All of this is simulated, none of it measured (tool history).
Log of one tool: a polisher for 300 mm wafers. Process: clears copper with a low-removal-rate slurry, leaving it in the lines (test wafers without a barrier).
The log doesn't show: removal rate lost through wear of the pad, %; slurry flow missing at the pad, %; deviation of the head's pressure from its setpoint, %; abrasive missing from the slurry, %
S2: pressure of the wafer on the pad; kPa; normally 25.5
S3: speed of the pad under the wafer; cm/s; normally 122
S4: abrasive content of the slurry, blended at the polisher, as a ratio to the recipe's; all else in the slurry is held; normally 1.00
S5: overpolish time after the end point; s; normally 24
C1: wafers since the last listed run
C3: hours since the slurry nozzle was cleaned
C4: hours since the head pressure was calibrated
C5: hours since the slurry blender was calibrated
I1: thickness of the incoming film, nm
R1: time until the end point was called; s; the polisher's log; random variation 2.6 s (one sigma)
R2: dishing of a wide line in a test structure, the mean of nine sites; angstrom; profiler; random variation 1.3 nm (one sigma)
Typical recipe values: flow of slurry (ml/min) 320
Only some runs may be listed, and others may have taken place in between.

Run 1, day 0.000: usual settings; C1 0; wafers polished on this pad 437; C3 549.7; C4 350.0; C5 197.5; I1 625.6. Result: R1 145.1 s, R2 587 angstrom.
Run 2, day 0.250: usual settings; C1 56; wafers polished on this pad 494; C3 555.7; C4 356.0; C5 203.5; I1 648.2. Result: R1 146.2 s, R2 576 angstrom.
Run 3, day 0.700: usual settings; C1 100; wafers polished on this pad 594; C3 566.5; C4 366.8; C5 214.3; I1 628.9. Result: R1 146.2 s, R2 573 angstrom.
At day 1.183: worn pad replaced by a new one.
Run 4, day 1.204: usual settings but S4 1.20; C1 75; wafers polished on this pad 4; C3 578.6; C4 378.9; C5 226.4; I1 630.2. Result: R1 134.7 s, R2 633 angstrom.
Run 5, day 1.517: usual settings; C1 70; wafers polished on this pad 74; C3 586.1; C4 386.4; C5 233.9; I1 629.9. Result: R1 144.5 s, R2 594 angstrom.
Run 6, day 1.846: usual settings; C1 73; wafers polished on this pad 148; C3 594.0; C4 394.3; C5 241.8; I1 646.2. Result: R1 143.0 s, R2 587 angstrom.
Run 7, day 2.471: usual settings; C1 140; wafers polished on this pad 288; C3 609.0; C4 409.3; C5 256.8; I1 627.4. Result: R1 140.1 s, R2 594 angstrom.
Run 8, day 3.142: usual settings but S4 0.85; C1 150; wafers polished on this pad 438; C3 625.1; C4 425.4; C5 272.9; I1 638.8. Result: R1 148.9 s, R2 572 angstrom.
Run 9, day 3.575: usual settings but S4 0.85; C1 97; wafers polished on this pad 536; C3 635.5; C4 435.8; C5 283.3; I1 641.4. Result: R1 151.4 s, R2 565 angstrom.
Run 10, day 3.867: usual settings; C1 65; wafers polished on this pad 601; C3 642.5; C4 442.8; C5 290.3; I1 628.0. Result: R1 146.1 s, R2 563 angstrom.
At day 4.312: worn pad replaced by a new one.
Run 11, day 4.333: usual settings; C1 67; wafers polished on this pad 4; C3 653.7; C4 454.0; C5 301.5; I1 634.4. Result: R1 155.4 s, R2 545 angstrom.
Run 12, day 4.742: usual settings; C1 91; wafers polished on this pad 96; C3 663.5; C4 463.8; C5 311.3; I1 628.6. Result: R1 158.3 s, R2 541 angstrom.
Run 13, day 5.029: usual settings; C1 64; wafers polished on this pad 160; C3 670.4; C4 470.7; C5 318.2; I1 624.4. Result: R1 158.4 s, R2 564 angstrom.
At day 5.583: slurry blender recalibrated.
Run 14, day 5.650: usual settings but flow of slurry (ml/min) 355, S5 33 s; C1 120; wafers polished on this pad 281; C3 685.3; C4 485.6; C5 1.6; I1 631.6. Result: R1 165.5 s, R2 646 angstrom.
At day 6.017: worn pad replaced by a new one, repeated, since the last time left the tool worse.
Run 15, day 6.038: usual settings but S2 21.4 kPa, S4 1.20, S5 34 s; C1 49; wafers polished on this pad 5; C3 694.6; C4 494.9; C5 10.9; I1 623.5. Result: R1 156.3 s, R2 707 angstrom.
Run 16, day 6.250: usual settings but flow of slurry (ml/min) 285; C1 47; wafers polished on this pad 52; C3 699.7; C4 500.0; C5 16.0; I1 644.5. Result: R1 147.5 s, R2 569 angstrom.
At day 6.488: slurry nozzle cleaned.
Run 17, day 7.542: usual settings; C1 280; wafers polished on this pad 332; C3 25.3; C4 531.0; C5 47.0; I1 631.5. Result: R1 142.7 s, R2 589 angstrom.
Run 18, day 7.812: usual settings; C1 60; wafers polished on this pad 393; C3 31.8; C4 537.5; C5 53.5; I1 640.3. Result: R1 146.5 s, R2 582 angstrom.
Run 19, day 8.383: usual settings but S2 19.3 kPa, S3 156 cm/s, S4 0.80, S5 28 s; C1 127; wafers polished on this pad 521; C3 45.5; C4 551.2; C5 67.2; I1 621.7. Result: R1 145.7 s, R2 629 angstrom.
At day 8.671: head pressure recalibrated.
At day 8.788: worn pad replaced by a new one.
Run 20, day 8.892: usual settings but S2 28.3 kPa, S3 136 cm/s, S4 1.20; C1 69; wafers polished on this pad 23; C3 57.7; C4 5.3; C5 79.4; I1 627.6. Result: R1 111.3 s, R2 727 angstrom.
Run 21, day 9.258: usual settings but S2 33.8 kPa, S4 1.10, S5 11 s; C1 82; wafers polished on this pad 105; C3 66.5; C4 14.1; C5 88.2; I1 639.4. Result: R1 107.4 s, R2 400 angstrom.
Run 22, day 9.800: usual settings but S3 136 cm/s, S5 29 s; C1 121; wafers polished on this pad 226; C3 79.5; C4 27.1; C5 101.2; I1 635.3. Result: R1 126.4 s, R2 703 angstrom.
Run 23, day 10.162: usual settings; C1 81; wafers polished on this pad 308; C3 88.2; C4 35.8; C5 109.9; I1 645.7. Result: R1 145.9 s, R2 599 angstrom.
Run 24, day 10.600: usual settings but S3 158 cm/s; C1 98; wafers polished on this pad 406; C3 98.7; C4 46.3; C5 120.4; I1 635.4. Result: R1 111.7 s, R2 695 angstrom.
Run 25, day 11.238: usual settings but S2 20.0 kPa, S3 160 cm/s; C1 142; wafers polished on this pad 549; C3 114.0; C4 61.6; C5 135.7; I1 638.2. Result: R1 135.6 s, R2 596 angstrom.
At day 11.500: worn pad replaced by a new one.
Run 26, day 11.792: usual settings but flow of slurry (ml/min) 275, S3 82 cm/s; C1 86; wafers polished on this pad 65; C3 127.3; C4 74.9; C5 149.0; I1 634.9. Result: R1 215.1 s, R2 426 angstrom.

Each row is a separate what-if for the run after 26, all from the same tool condition, not one after another. Results?
Run A, day 11.812: usual settings but S5 17 s; C1 4; wafers polished on this pad 70; C3 127.8; C4 75.4; C5 149.5; I1 636.8. Result: R1 ?, R2 ?.
Run B, day 11.812: usual settings but flow of slurry (ml/min) 405, S4 1.25; C1 4; wafers polished on this pad 70; C3 127.8; C4 75.4; C5 149.5; I1 636.8. Result: R1 ?, R2 ?.
Run C, day 11.812: usual settings but S3 82 cm/s, S5 15 s; C1 4; wafers polished on this pad 70; C3 127.8; C4 75.4; C5 149.5; I1 636.8. Result: R1 ?, R2 ?.

run     R1   R2
  A  141.1  453
  B  133.6  616
  C  210.0  291
With the hidden condition removed and each run's random variation left untouched, the same runs would have given:
run     R1   R2
  A  138.4  460
  B  131.1  625
  C  206.0  295
